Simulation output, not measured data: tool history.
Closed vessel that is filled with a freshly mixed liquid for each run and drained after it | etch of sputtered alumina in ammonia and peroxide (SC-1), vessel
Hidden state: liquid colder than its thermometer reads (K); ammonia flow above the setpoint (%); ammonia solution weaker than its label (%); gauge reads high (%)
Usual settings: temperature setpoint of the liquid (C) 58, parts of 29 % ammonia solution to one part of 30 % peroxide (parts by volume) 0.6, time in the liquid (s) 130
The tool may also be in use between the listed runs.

run	hour	temperature setpoint of the liquid (C)	parts of 29 % ammonia solution to one part of 30 % peroxide (parts by volume)	time in the liquid (s)	wafers since the last listed run	hours since the thermometer was replaced	hours since the ammonia flow meter was replaced	hours since the drum of ammonia solution was connected	hours since the gauge calibration	read-back film thickness of the sputtered alumina reference wafer, read on the same gauge (nm)	thickness taken off the sputtered alumina on a monitor wafer (angstrom)
1	0	58	0.6	130	0	1328.2	527.4	607.2	734.4	110.02	80.2
2	23.7	58	0.6	130	2488	1351.9	551.1	630.9	758.1	109.98	79.8
3	44.8	58	0.6	130	2215	1373	572.2	652	779.2	110.03	80
4	68.9	58	0.6	130	2530	1397.1	596.3	676.1	803.3	110	80.2
# hour 71.6: gauge calibrated
5	86.8	58	0.6	130	1879	1415	614.2	694	15.2	109.99	79.3
# hour 117.4: thermometer replaced
6	154.5	58	0.55	130	7002	37.1	681.9	761.7	82.9	110.03	87.2
7	184.7	58	0.55	130	3170	67.3	712.1	791.9	113.1	110	87.7
# hour 189.6: new drum of ammonia solution connected
8	201.5	58	0.75	130	1658	84.1	728.9	11.9	129.9	109.99	89.7
9	227.5	58	0.75	130	2729	110.1	754.9	37.9	155.9	110.04	89.9
10	251.1	58	0.6	95	2477	133.7	778.5	61.5	179.5	109.99	63.8
11	273	58	0.6	205	2299	155.6	800.4	83.4	201.4	110.01	137.5
12	299.7	63.5	0.5	155	2803	182.3	827.1	110.1	228.1	110.02	136.1
13	320.8	60.5	0.75	85	2215	203.4	848.2	131.2	249.2	109.99	66.8
14	354.1	58	0.6	130	3496	236.7	881.5	164.5	282.5	110.07	85.1
15	388.7	64.5	0.7	105	3632	271.3	916.1	199.1	317.1	109.98	98
16	447.4	67	0.3	90	6162	330	974.8	257.8	375.8	110.07	89.3
17	474.8	58	0.85	95	2876	357.4	1002.2	285.2	403.2	110.03	64.2
# hour 484.7: ammonia flow meter replaced
18	490.3	58	0.6	130	1522	372.9	5.6	300.7	418.7	109.98	84
19	548.6	58	0.6	130	6120	431.2	63.9	359	477	109.94	84.3
20	576.3	58	0.6	130	2908	458.9	91.6	386.7	504.7	110.02	85.1
21	611.2	61	0.6	205	3664	493.8	126.5	421.6	539.6	109.99	156.4
22	706.4	58	0.6	130	9994	589	221.7	516.8	634.8	109.94	83.1
23	734.1	58	0.7	65	2908	616.7	249.4	544.5	662.5	109.98	42.2
24	749.9	58	0.35	65	1658	632.5	265.2	560.3	678.3	110.02	38.9
25	763.8	58	0.85	195	1459	646.4	279.1	574.2	692.2	110.02	130
26	784.1	58	0.6	130	2131	666.7	299.4	594.5	712.5	110.02	82.2
# hour 814.7: gauge calibrated
27	816.7	58	0.6	130	3422	699.3	332	627.1	2	110.02	83.8
28	837	54.5	0.6	60	2131	719.6	352.3	647.4	22.3	110	31.2

4 ways to go on from here, each from the tool as it stands after run 28. What would each give?
A	837.7	54.5	0.6	130	73	720.3	353	648.1	23	?	?
B	837.7	64	0.8	90	73	720.3	353	648.1	23	?	?
C	837.7	51.5	0.85	100	73	720.3	353	648.1	23	?	?
D	837.7	53	0.4	190	73	720.3	353	648.1	23	?	?

run	read-back film thickness of the sputtered alumina reference wafer, read on the same gauge (nm)	thickness taken off the sputtered alumina on a monitor wafer (angstrom)
A	109.99	69
B	109.99	80.5
C	109.99	46.6
D	109.99	89.4
Without the tool's hidden state the same runs would have given:
run	thickness taken off the sputtered alumina on a monitor wafer (angstrom)
A	75
B	87.1
C	50.7
D	97.3
